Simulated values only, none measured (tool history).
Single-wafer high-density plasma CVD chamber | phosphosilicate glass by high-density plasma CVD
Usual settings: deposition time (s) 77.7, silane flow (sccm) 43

run    hour  deposition time (s)  silane flow (sccm)  wafers since the last listed run  hours since the silane flow controller was replaced  hours since the gauge calibration  read-back reference wafer on the same gauge, thickness_nm  mean film thickness on the monitor wafer (angstrom)
  1       0                 77.7                  41                                 0                                                 1294                              437.6                                                     360.19                                              2897.56
  2    52.6                 77.7                  41                               982                                               1346.6                              490.2                                                    360.947                                              2873.85
  3   285.9                 77.7                  41                              4357                                               1579.9                              723.5                                                    361.748                                              2902.84
  4   369.1                 77.7                  43                              1553                                               1663.1                              806.7                                                    361.664                                              3045.33
  5   414.4                 77.7                  43                               846                                               1708.4                                852                                                    361.962                                              3028.75
  6   490.1                 77.7                  43                              1413                                               1784.1                              927.7                                                    362.466                                              3059.87
  7   573.7                 77.7                  43                              1561                                               1867.7                             1011.3                                                    363.003                                              3044.82
  8   647.2                 77.7                  43                              1372                                               1941.2                             1084.8                                                    362.853                                              3047.19
  9   686.8                 77.7                  48                               739                                               1980.8                             1124.4                                                    362.841                                              3403.55
 10   787.7                 77.7                  48                              1884                                               2081.7                             1225.3                                                    363.775                                              3418.61
 11   866.4                 77.7                  48                              1469                                               2160.4                               1304                                                    363.868                                              3389.47
 12   950.8                 77.7                  43                              1576                                               2244.8                             1388.4                                                    364.186                                              3092.54
 13  1024.7                 77.7                  43                              1380                                               2318.7                             1462.3                                                    364.228                                               3059.9
 14  1078.1                 77.7                  43                               997                                               2372.1                             1515.7                                                    364.877                                              3046.58
 15  1128.2                 77.7                  43                               935                                               2422.2                             1565.8                                                    364.511                                              3070.54
 16  1208.8                 77.7                  43                              1505                                               2502.8                             1646.4                                                    365.845                                              3070.87
 17  1312.7                 77.7                  43                              1940                                               2606.7                             1750.3                                                    366.315                                              3088.79
 18  1419.1                 77.7                  43                              1987                                               2713.1                             1856.7                                                    366.056                                              3076.67
 19    1490                 77.7                  43                              1324                                                 2784                             1927.6                                                    366.455                                              3097.16
 20  1534.9                 87.1                  43                               838                                               2828.9                             1972.5                                                    367.002                                              3474.14
 21  1735.5                 77.7                  48                              3746                                               3029.5                             2173.1                                                    367.416                                               3451.3
 22  1785.1                 72.1                  47                               926                                               3079.1                             2222.7                                                    367.683                                              3137.84
 23  1892.8                 77.7                  37                              2011                                               3186.8                             2330.4                                                     368.51                                              2681.18
 24  1956.4                   93                  38                              1187                                               3250.4                               2394                                                    368.402                                              3268.88
 25  2039.3                 77.7                  43                              1548                                               3333.3                             2476.9                                                    368.868                                              3110.83
 26  2080.2                 64.2                  36                               763                                               3374.2                             2517.8                                                     369.14                                              2145.29
     2151.5  -- gauge calibrated
 27  2182.7                 77.7                  35                              1914                                               3476.7                               31.2                                                    357.693                                              2434.44
 28  2286.6                 85.3                  37                              1940                                               3580.6                              135.1                                                    357.519                                              2842.34
 29  2326.2                 67.6                  48                               739                                               3620.2                              174.7                                                    358.048                                               2915.6
 30  2429.3                 86.5                  43                              1925                                               3723.3                              277.8                                                    357.785                                              3356.88
 31  2499.9                 92.4                  36                              1318                                               3793.9                              348.4                                                    358.385                                              3002.88
 32  2606.5                 62.7                  40                              1990                                               3900.5                                455                                                    358.926                                              2277.86
     2617.8  -- silane flow controller replaced
 33  2705.5                 77.7                  43                              1699                                                 87.7                                554                                                    359.519                                              3030.62
 34  2788.8                 77.7                  51                              1555                                                  171                              637.3                                                    359.748                                              3603.72
 35  2855.4                 92.3                  35                              1243                                                237.6                              703.9                                                    360.213                                               2931.8
 36  2908.2                 70.8                  37                               986                                                290.4                              756.7                                                    360.021                                               2381.8
 37  2967.5                 77.7                  43                              1107                                                349.7                                816                                                    360.666                                               3031.9
 38  3040.7                 90.8                  43                              1367                                                422.9                              889.2                                                    361.143                                               3530.5
 39  3282.6                 66.7                  46                              4518                                                664.8                             1131.1                                                    361.899                                              2805.49

How the hidden state differs across the entries between the runs, from the last listed run before each to the first after it:
Between runs 26 and 27: gauge calibrated (hour 2151.5)
  gauge reads high (%): 3.35 -> 0.0686
  measured less the result without the state, mean film thickness on the monitor wafer (angstrom): +69.55 -> +1.67
Between runs 32 and 33: silane flow controller replaced (hour 2617.8)
  gauge reads high (%): 0.563 -> 0.678
  measured less the result without the state, mean film thickness on the monitor wafer (angstrom): +12.75 -> +20.41
